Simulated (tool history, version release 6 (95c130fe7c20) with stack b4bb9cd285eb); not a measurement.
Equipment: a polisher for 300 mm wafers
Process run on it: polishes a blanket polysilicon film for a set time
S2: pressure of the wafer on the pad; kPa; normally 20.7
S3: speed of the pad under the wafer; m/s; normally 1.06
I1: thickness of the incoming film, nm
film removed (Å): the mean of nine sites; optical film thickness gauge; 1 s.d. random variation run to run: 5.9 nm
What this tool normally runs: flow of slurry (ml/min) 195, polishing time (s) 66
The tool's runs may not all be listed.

run 1 hour=0.0 | flow_of_slurry_(ml/min)=195 S2=20.7 S3=1.06 polishing_time_(s)=66 | I1=1795.1 | film_removed_(Å)=5979
run 2 hour=92.1 | flow_of_slurry_(ml/min)=195 S2=20.7 S3=1.06 polishing_time_(s)=66 | I1=1809.7 | film_removed_(Å)=5929
-- hour=147.2 head pressure recalibrated
run 3 hour=180.3 | flow_of_slurry_(ml/min)=195 S2=20.7 S3=1.06 polishing_time_(s)=54 | I1=1775.8 | film_removed_(Å)=4760
run 4 hour=242.7 | flow_of_slurry_(ml/min)=195 S2=20.7 S3=1.06 polishing_time_(s)=66 | I1=1761.6 | film_removed_(Å)=5867
-- hour=261.1 slurry nozzle cleaned
-- hour=300.5 worn pad replaced by a new one
run 5 hour=316.2 | flow_of_slurry_(ml/min)=195 S2=20.7 S3=1.06 polishing_time_(s)=66 | I1=1802.0 | film_removed_(Å)=5833
run 6 hour=385.6 | flow_of_slurry_(ml/min)=195 S2=20.7 S3=1.06 polishing_time_(s)=66 | I1=1806.2 | film_removed_(Å)=5909
run 7 hour=473.8 | flow_of_slurry_(ml/min)=195 S2=20.7 S3=1.06 polishing_time_(s)=66 | I1=1777.6 | film_removed_(Å)=5916
run 8 hour=577.7 | flow_of_slurry_(ml/min)=195 S2=20.7 S3=1.06 polishing_time_(s)=66 | I1=1751.6 | film_removed_(Å)=5978
run 9 hour=619.6 | flow_of_slurry_(ml/min)=245 S2=16.5 S3=1.06 polishing_time_(s)=66 | I1=1806.0 | film_removed_(Å)=4799
-- hour=637.6 head pressure recalibrated
-- hour=665.5 slurry nozzle cleaned
run 10 hour=703.4 | flow_of_slurry_(ml/min)=195 S2=20.7 S3=1.06 polishing_time_(s)=66 | I1=1805.5 | film_removed_(Å)=5824
-- hour=763.1 worn pad replaced by a new one
run 11 hour=791.7 | flow_of_slurry_(ml/min)=195 S2=20.7 S3=1.06 polishing_time_(s)=66 | I1=1818.6 | film_removed_(Å)=5793
run 12 hour=834.8 | flow_of_slurry_(ml/min)=195 S2=20.7 S3=1.06 polishing_time_(s)=74 | I1=1794.7 | film_removed_(Å)=6684
run 13 hour=916.0 | flow_of_slurry_(ml/min)=195 S2=20.7 S3=1.06 polishing_time_(s)=74 | I1=1772.9 | film_removed_(Å)=6576
run 14 hour=962.3 | flow_of_slurry_(ml/min)=195 S2=20.7 S3=1.06 polishing_time_(s)=74 | I1=1794.2 | film_removed_(Å)=6635
run 15 hour=1003.5 | flow_of_slurry_(ml/min)=195 S2=22.8 S3=1.06 polishing_time_(s)=66 | I1=1816.1 | film_removed_(Å)=6410
-- hour=1084.7 head pressure recalibrated
run 16 hour=1085.2 | flow_of_slurry_(ml/min)=195 S2=20.7 S3=1.06 polishing_time_(s)=66 | I1=1784.0 | film_removed_(Å)=5802
run 17 hour=1146.7 | flow_of_slurry_(ml/min)=195 S2=20.7 S3=1.06 polishing_time_(s)=66 | I1=1826.0 | film_removed_(Å)=5839
-- hour=1162.3 slurry nozzle cleaned
-- hour=1184.7 worn pad replaced by a new one
run 18 hour=1223.8 | flow_of_slurry_(ml/min)=195 S2=25.5 S3=1.18 polishing_time_(s)=66 | I1=1810.8 | film_removed_(Å)=7710
run 19 hour=1284.1 | flow_of_slurry_(ml/min)=195 S2=24.1 S3=1.06 polishing_time_(s)=84 | I1=1809.0 | film_removed_(Å)=8629
run 20 hour=1346.5 | flow_of_slurry_(ml/min)=195 S2=20.7 S3=1.06 polishing_time_(s)=87 | I1=1797.4 | film_removed_(Å)=7825
run 21 hour=1415.3 | flow_of_slurry_(ml/min)=215 S2=20.7 S3=1.06 polishing_time_(s)=66 | I1=1788.7 | film_removed_(Å)=5791
run 22 hour=1456.6 | flow_of_slurry_(ml/min)=160 S2=20.7 S3=0.76 polishing_time_(s)=74 | I1=1789.7 | film_removed_(Å)=5306
run 23 hour=1521.5 | flow_of_slurry_(ml/min)=195 S2=20.7 S3=0.88 polishing_time_(s)=66 | I1=1773.3 | film_removed_(Å)=5317
-- hour=1527.5 head pressure recalibrated
-- hour=1553.7 slurry nozzle cleaned
run 24 hour=1569.0 | flow_of_slurry_(ml/min)=150 S2=24.8 S3=1.06 polishing_time_(s)=66 | I1=1807.8 | film_removed_(Å)=6763
-- hour=1635.7 worn pad replaced by a new one
run 25 hour=1639.4 | flow_of_slurry_(ml/min)=195 S2=20.7 S3=1.06 polishing_time_(s)=66 | I1=1790.7 | film_removed_(Å)=5711
run 26 hour=1688.2 | flow_of_slurry_(ml/min)=195 S2=20.7 S3=1.06 polishing_time_(s)=66 | I1=1797.0 | film_removed_(Å)=5741
run 27 hour=1778.0 | flow_of_slurry_(ml/min)=160 S2=20.7 S3=1.06 polishing_time_(s)=59 | I1=1751.7 | film_removed_(Å)=5092
run 28 hour=1882.5 | flow_of_slurry_(ml/min)=135 S2=18.6 S3=0.70 polishing_time_(s)=66 | I1=1767.3 | film_removed_(Å)=3916
-- hour=1965.3 head pressure recalibrated
run 29 hour=1965.8 | flow_of_slurry_(ml/min)=155 S2=20.7 S3=1.06 polishing_time_(s)=66 | I1=1784.2 | film_removed_(Å)=5773
-- hour=1999.6 slurry nozzle cleaned
-- hour=2140.2 worn pad replaced by a new one
run 30 hour=2206.4 | flow_of_slurry_(ml/min)=195 S2=20.7 S3=1.06 polishing_time_(s)=66 | I1=1816.4 | film_removed_(Å)=5878
run 31 hour=2294.6 | flow_of_slurry_(ml/min)=195 S2=20.7 S3=1.06 polishing_time_(s)=66 | I1=1768.4 | film_removed_(Å)=5862

Predict each of these 4 candidate next runs independently; none follows another, all start after run 31:
run A hour=2295.0 | flow_of_slurry_(ml/min)=195 S2=20.7 S3=1.34 polishing_time_(s)=66 | I1=1794.5 | film_removed_(Å)=?
run B hour=2295.0 | flow_of_slurry_(ml/min)=175 S2=23.4 S3=1.06 polishing_time_(s)=66 | I1=1794.5 | film_removed_(Å)=?
run C hour=2295.0 | flow_of_slurry_(ml/min)=255 S2=16.5 S3=1.06 polishing_time_(s)=66 | I1=1794.5 | film_removed_(Å)=?
run D hour=2295.0 | flow_of_slurry_(ml/min)=265 S2=22.8 S3=1.18 polishing_time_(s)=66 | I1=1794.5 | film_removed_(Å)=?

run=A film_removed_(Å)=6763
run=B film_removed_(Å)=6503
run=C film_removed_(Å)=4836
run=D film_removed_(Å)=7130
Without the tool's hidden state the same runs would have given:
run=A film_removed_(Å)=6763
run=B film_removed_(Å)=6503
run=C film_removed_(Å)=4836
run=D film_removed_(Å)=7130
